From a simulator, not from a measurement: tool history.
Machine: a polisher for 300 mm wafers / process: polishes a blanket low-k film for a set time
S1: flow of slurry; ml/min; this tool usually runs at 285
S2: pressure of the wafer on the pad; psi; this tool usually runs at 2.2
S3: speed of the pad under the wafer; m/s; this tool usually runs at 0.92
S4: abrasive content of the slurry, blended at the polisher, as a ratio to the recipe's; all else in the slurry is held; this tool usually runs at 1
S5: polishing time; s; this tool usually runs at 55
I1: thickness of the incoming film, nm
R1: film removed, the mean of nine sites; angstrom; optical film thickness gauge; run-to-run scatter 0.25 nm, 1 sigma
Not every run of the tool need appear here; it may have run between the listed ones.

run,hour,S1,S2,S3,S4,S5,I1,R1
1,0,285,2.5,0.92,1.1,55,364.3,264
2,35.2,285,2.5,0.92,1.1,55,369.9,258
# hour 50: worn pad replaced by a new one
3,86.2,285,2.5,0.92,1.1,55,366.7,255
4,119.1,285,2.5,0.92,1,55,370.2,237
# hour 122.9: conditioning disc replaced and pad reconditioned
# hour 149.8: slurry blender recalibrated
5,180.8,285,2.5,0.92,1,55,366.8,257
# hour 236.3: worn pad replaced by a new one
6,236.8,285,2.2,0.92,1,55,372,231
7,265.3,285,2.2,0.92,1,55,367.7,225
8,324.2,285,2.2,0.92,1,55,369.7,229
# hour 362.1: head pressure recalibrated
9,392.1,285,2.2,0.82,1,55,368.5,235
# hour 401.7: worn pad replaced by a new one
10,439.2,285,2.2,0.92,1,48,367.6,221
# hour 459.4: conditioning disc replaced and pad reconditioned
# hour 477.8: slurry nozzle cleaned
11,490.8,285,2.5,0.92,1,55,370.6,271
# hour 550.6: worn pad replaced by a new one
12,551.6,255,1.4,0.72,1,65,375,153
# hour 568.3: slurry blender recalibrated
13,590.3,285,2.2,0.92,1,74,370.5,338
14,626.3,365,2.2,0.92,1,55,367.8,257
15,685.1,285,2.6,0.92,1,55,370.9,290
16,719.9,365,2.2,0.92,1,55,370,248
# hour 729.5: worn pad replaced by a new one
17,756.7,285,2.2,0.82,1,55,368.4,219
18,813.2,285,1.6,0.92,1.15,67,369.3,228

Run-by-run hidden state of the tool:
removal rate lost through wear of the pad, %: 0 across all the runs
slurry flow missing at the pad, %: 0 across all the runs
time polished since the conditioner stopped cutting, s: 0 across all the runs
H1: deviation of the head's pressure from its setpoint, %
H2: abrasive missing from the slurry, %
run,H1,H2
1,-10.8,12.5
2,-11,14.7
3,-11.2,18.2
4,-11.3,20.7
5,-11.5,2.26
6,-11.7,2.78
7,-11.8,3.24
8,-11.9,4.61
9,0.442,6.86
10,-0.714,8.86
11,-1.85,11.5
12,-3.04,15.1
13,-3.71,0.966
14,-4.29,1.2
15,-5.15,2.02
16,-5.6,2.76
17,-6.05,3.76
18,-6.67,5.71
